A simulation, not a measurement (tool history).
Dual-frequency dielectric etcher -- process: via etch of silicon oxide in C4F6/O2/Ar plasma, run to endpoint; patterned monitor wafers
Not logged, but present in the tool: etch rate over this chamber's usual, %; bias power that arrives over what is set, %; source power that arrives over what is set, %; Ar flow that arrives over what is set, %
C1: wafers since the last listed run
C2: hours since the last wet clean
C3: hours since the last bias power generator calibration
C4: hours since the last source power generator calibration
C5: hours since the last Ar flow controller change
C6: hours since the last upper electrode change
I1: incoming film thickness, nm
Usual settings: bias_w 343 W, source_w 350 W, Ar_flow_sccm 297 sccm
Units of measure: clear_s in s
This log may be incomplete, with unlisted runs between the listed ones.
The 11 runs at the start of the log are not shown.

Run 12, hour 275.5: usual settings but bias_w 366 W; C1 457; C2 371.1; C3 3922.6; C4 1418.1; C5 3532.7; C6 4169.7; I1 84.6. Result: clear_s 21.4 s.
At hour 302.9: Ar flow controller replaced.
At hour 305.1: wet clean of the chamber.
Run 13, hour 310.1: usual settings but bias_w 385 W, source_w 320 W; C1 465; C2 5.0; C3 3957.2; C4 1452.7; C5 7.2; C6 4204.3; I1 85.7. Result: clear_s 21.2 s.
Run 14, hour 335.8: usual settings but bias_w 378 W, source_w 280 W, Ar_flow_sccm 356 sccm; C1 453; C2 30.7; C3 3982.9; C4 1478.4; C5 32.9; C6 4230.0; I1 86.1. Result: clear_s 23.1 s.
At hour 381.5: upper electrode replaced.
Run 15, hour 382.0: usual settings but bias_w 367 W, source_w 420 W, Ar_flow_sccm 348 sccm; C1 392; C2 76.9; C3 4029.1; C4 1524.6; C5 79.1; C6 0.5; I1 86.0. Result: clear_s 20.0 s.
Run 16, hour 382.7: usual settings but bias_w 298 W, Ar_flow_sccm 252 sccm; C1 12; C2 77.6; C3 4029.8; C4 1525.3; C5 79.8; C6 1.2; I1 84.9. Result: clear_s 23.1 s.
At hour 389.5: source power generator calibrated.
Run 17, hour 411.0: usual settings but Ar_flow_sccm 366 sccm; C1 429; C2 105.9; C3 4058.1; C4 21.5; C5 108.1; C6 29.5; I1 84.4. Result: clear_s 22.2 s.
Run 18, hour 434.8: usual settings but source_w 300 W; C1 420; C2 129.7; C3 4081.9; C4 45.3; C5 131.9; C6 53.3; I1 85.0. Result: clear_s 23.4 s.
Run 19, hour 468.3: usual settings but bias_w 313 W, source_w 420 W, Ar_flow_sccm 357 sccm; C1 591; C2 163.2; C3 4115.4; C4 78.8; C5 165.4; C6 86.8; I1 85.7. Result: clear_s 22.3 s.
Run 20, hour 480.9: usual settings but bias_w 376 W, source_w 290 W, Ar_flow_sccm 343 sccm; C1 222; C2 175.8; C3 4128.0; C4 91.4; C5 178.0; C6 99.4; I1 85.1. Result: clear_s 22.9 s.
Run 21, hour 511.4: usual settings; C1 538; C2 206.3; C3 4158.5; C4 121.9; C5 208.5; C6 129.9; I1 85.5. Result: clear_s 22.3 s.
At hour 516.4: bias power generator calibrated.
Run 22, hour 530.0: usual settings but Ar_flow_sccm 271 sccm; C1 257; C2 224.9; C3 13.6; C4 140.5; C5 227.1; C6 148.5; I1 85.8. Result: clear_s 22.3 s.
Run 23, hour 557.1: usual settings but bias_w 291 W, source_w 270 W, Ar_flow_sccm 352 sccm; C1 478; C2 252.0; C3 40.7; C4 167.6; C5 254.2; C6 175.6; I1 85.6. Result: clear_s 27.7 s.
Run 24, hour 585.4: usual settings but bias_w 385 W, source_w 320 W; C1 499; C2 280.3; C3 69.0; C4 195.9; C5 282.5; C6 203.9; I1 85.1. Result: clear_s 21.8 s.
Run 25, hour 601.2: usual settings but bias_w 291 W, source_w 270 W, Ar_flow_sccm 352 sccm; C1 279; C2 296.1; C3 84.8; C4 211.7; C5 298.3; C6 219.7; I1 85.0. Result: clear_s 27.8 s.
Run 26, hour 622.5: usual settings but bias_w 319 W, source_w 440 W, Ar_flow_sccm 261 sccm; C1 376; C2 317.4; C3 106.1; C4 233.0; C5 319.6; C6 241.0; I1 84.7. Result: clear_s 20.9 s.
Run 27, hour 680.5: usual settings but bias_w 297 W, source_w 280 W, Ar_flow_sccm 324 sccm; C1 1024; C2 375.4; C3 164.1; C4 291.0; C5 377.6; C6 299.0; I1 85.6. Result: clear_s 27.0 s.
Run 28, hour 703.4: usual settings but bias_w 280 W, source_w 390 W, Ar_flow_sccm 341 sccm; C1 404; C2 398.3; C3 187.0; C4 313.9; C5 400.5; C6 321.9; I1 84.9. Result: clear_s 24.5 s.
Run 29, hour 727.4: usual settings but bias_w 378 W, source_w 280 W; C1 423; C2 422.3; C3 211.0; C4 337.9; C5 424.5; C6 345.9; I1 84.5. Result: clear_s 23.1 s.
Run 30, hour 747.1: usual settings but bias_w 318 W; C1 347; C2 442.0; C3 230.7; C4 357.6; C5 444.2; C6 365.6; I1 85.4. Result: clear_s 23.7 s.

3 ways to go on from here, each from the tool as it stands after run 30. What would each give?
Run A, hour 747.5: usual settings; C1 7; C2 442.4; C3 231.1; C4 358.0; C5 444.6; C6 366.0; I1 85.6. Result: clear_s ?.
Run B, hour 747.5: usual settings but bias_w 368 W, source_w 430 W; C1 7; C2 442.4; C3 231.1; C4 358.0; C5 444.6; C6 366.0; I1 85.6. Result: clear_s ?.
Run C, hour 747.5: usual settings but bias_w 304 W, Ar_flow_sccm 269 sccm; C1 7; C2 442.4; C3 231.1; C4 358.0; C5 444.6; C6 366.0; I1 85.6. Result: clear_s ?.

run  clear_s
  A     22.7
  B     20.1
  C     24.1
Take away the tool's hidden state, keep each run's random variation, and the runs would have read:
run  clear_s
  A     22.0
  B     19.5
  C     23.3
